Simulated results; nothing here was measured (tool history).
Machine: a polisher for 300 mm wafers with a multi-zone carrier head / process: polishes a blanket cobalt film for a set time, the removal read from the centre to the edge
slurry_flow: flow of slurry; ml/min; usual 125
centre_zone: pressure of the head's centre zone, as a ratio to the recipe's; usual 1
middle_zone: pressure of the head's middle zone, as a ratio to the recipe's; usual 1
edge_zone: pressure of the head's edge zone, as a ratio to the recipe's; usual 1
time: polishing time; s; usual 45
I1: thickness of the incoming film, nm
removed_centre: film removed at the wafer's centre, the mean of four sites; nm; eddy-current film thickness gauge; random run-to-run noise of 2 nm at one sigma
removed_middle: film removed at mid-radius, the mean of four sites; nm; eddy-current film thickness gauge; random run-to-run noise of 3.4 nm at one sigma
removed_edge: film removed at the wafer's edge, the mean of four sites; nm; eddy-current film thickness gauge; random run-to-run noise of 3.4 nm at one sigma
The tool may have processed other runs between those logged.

run 1 hour=0 | slurry_flow=125 centre_zone=1 middle_zone=1 edge_zone=1 time=45 | I1=1577.2 | removed_centre=242.9 removed_middle=251.5 removed_edge=249.9
run 2 hour=32.3 | slurry_flow=125 centre_zone=1 middle_zone=1 edge_zone=1 time=45 | I1=1566.9 | removed_centre=244.9 removed_middle=256.6 removed_edge=248.4
run 3 hour=77.2 | slurry_flow=125 centre_zone=1 middle_zone=1 edge_zone=1 time=45 | I1=1591.4 | removed_centre=247.9 removed_middle=257.7 removed_edge=248.5
-- hour=98.9 edge zone pressure recalibrated
run 4 hour=122.6 | slurry_flow=125 centre_zone=1 middle_zone=1 edge_zone=1 time=45 | I1=1586.2 | removed_centre=242.1 removed_middle=249.2 removed_edge=256.1
-- hour=149 slurry nozzle cleaned
-- hour=186.3 centre zone pressure recalibrated
-- hour=284.4 worn pad replaced by a new one
run 5 hour=335.7 | slurry_flow=125 centre_zone=1 middle_zone=1 edge_zone=1 time=45 | I1=1592.6 | removed_centre=247.1 removed_middle=257.1 removed_edge=248.6
run 6 hour=380.2 | slurry_flow=125 centre_zone=1 middle_zone=0.88 edge_zone=1.07 time=33 | I1=1575.2 | removed_centre=175.8 removed_middle=167.2 removed_edge=182.9
run 7 hour=434 | slurry_flow=125 centre_zone=1 middle_zone=1 edge_zone=1 time=45 | I1=1606.4 | removed_centre=237.1 removed_middle=250.3 removed_edge=253.3
-- hour=454.3 carrier head's membrane replaced by a new one
-- hour=476.6 slurry nozzle cleaned
run 8 hour=482.1 | slurry_flow=125 centre_zone=1 middle_zone=1 edge_zone=1 time=45 | I1=1580.6 | removed_centre=241.1 removed_middle=257 removed_edge=251.2
-- hour=488 edge zone pressure recalibrated
run 9 hour=545.9 | slurry_flow=165 centre_zone=1 middle_zone=1 edge_zone=0.96 time=45 | I1=1560.8 | removed_centre=246.5 removed_middle=265.6 removed_edge=251.9
run 10 hour=583.8 | slurry_flow=125 centre_zone=1 middle_zone=1 edge_zone=1 time=45 | I1=1601.6 | removed_centre=237.2 removed_middle=246.7 removed_edge=245
-- hour=617.4 centre zone pressure recalibrated
run 11 hour=625.3 | slurry_flow=125 centre_zone=1.11 middle_zone=1.12 edge_zone=1 time=45 | I1=1581.8 | removed_centre=280.8 removed_middle=285.5 removed_edge=249.4
run 12 hour=687.1 | slurry_flow=125 centre_zone=1 middle_zone=1 edge_zone=1 time=55 | I1=1588.7 | removed_centre=304.4 removed_middle=310.7 removed_edge=307.5
-- hour=714.7 worn pad replaced by a new one, of another model than before
run 13 hour=752.1 | slurry_flow=125 centre_zone=1 middle_zone=0.88 edge_zone=1.07 time=33 | I1=1581.2 | removed_centre=181.2 removed_middle=169.5 removed_edge=186.8
run 14 hour=784.8 | slurry_flow=125 centre_zone=0.89 middle_zone=1 edge_zone=1 time=33 | I1=1597.4 | removed_centre=159.2 removed_middle=190.4 removed_edge=183.2
run 15 hour=854.6 | slurry_flow=125 centre_zone=0.95 middle_zone=1 edge_zone=1.08 time=54 | I1=1575.7 | removed_centre=272.6 removed_middle=301 removed_edge=306.6
-- hour=877.3 slurry nozzle cleaned
run 16 hour=907.1 | slurry_flow=125 centre_zone=1.08 middle_zone=1.06 edge_zone=1 time=45 | I1=1594 | removed_centre=256 removed_middle=268.8 removed_edge=247.9
-- hour=912 edge zone pressure recalibrated
run 17 hour=963.7 | slurry_flow=125 centre_zone=1 middle_zone=1.1 edge_zone=1 time=36 | I1=1579.1 | removed_centre=190.9 removed_middle=219.6 removed_edge=199.8
-- hour=978.4 centre zone pressure recalibrated
run 18 hour=988.7 | slurry_flow=125 centre_zone=1 middle_zone=1 edge_zone=1 time=32 | I1=1567.5 | removed_centre=181.9 removed_middle=178.5 removed_edge=179.7
-- hour=1108.7 worn pad replaced by a new one
run 19 hour=1133.1 | slurry_flow=125 centre_zone=1 middle_zone=1 edge_zone=1 time=45 | I1=1556.4 | removed_centre=245 removed_middle=255.6 removed_edge=243.4
run 20 hour=1204.6 | slurry_flow=125 centre_zone=1 middle_zone=1 edge_zone=1 time=45 | I1=1568.9 | removed_centre=241 removed_middle=256.2 removed_edge=247.3
-- hour=1234.4 slurry nozzle cleaned
run 21 hour=1272 | slurry_flow=165 centre_zone=0.91 middle_zone=1 edge_zone=1.12 time=45 | I1=1580.9 | removed_centre=235 removed_middle=265.3 removed_edge=270.3
run 22 hour=1307.7 | slurry_flow=125 centre_zone=1 middle_zone=1 edge_zone=1 time=54 | I1=1600.6 | removed_centre=288.4 removed_middle=304 removed_edge=301.8
-- hour=1333.9 centre zone pressure recalibrated
run 23 hour=1367.5 | slurry_flow=165 centre_zone=1.05 middle_zone=1 edge_zone=1 time=45 | I1=1612.2 | removed_centre=285.9 removed_middle=269 removed_edge=267.3

What if the next run were any one of these 3? Each begins from the tool's condition after run 23:
run A hour=1367.9 | slurry_flow=125 centre_zone=1 middle_zone=1 edge_zone=1 time=45 | I1=1590.6 | removed_centre=? removed_middle=? removed_edge=?
run B hour=1367.9 | slurry_flow=150 centre_zone=0.94 middle_zone=1 edge_zone=1 time=38 | I1=1590.6 | removed_centre=? removed_middle=? removed_edge=?
run C hour=1367.9 | slurry_flow=125 centre_zone=0.88 middle_zone=1 edge_zone=1.05 time=45 | I1=1590.6 | removed_centre=? removed_middle=? removed_edge=?

run=A removed_centre=251.7 removed_middle=255.6 removed_edge=252.2
run=B removed_centre=209.8 removed_middle=225.5 removed_edge=219.6
run=C removed_centre=221.2 removed_middle=255.7 removed_edge=256.3
With no hidden state in the tool, these same runs would have given:
run=A removed_centre=258.9 removed_middle=255.6 removed_edge=252.2
run=B removed_centre=215.9 removed_middle=225.5 removed_edge=219.6
run=C removed_centre=227.6 removed_middle=255.7 removed_edge=256.3
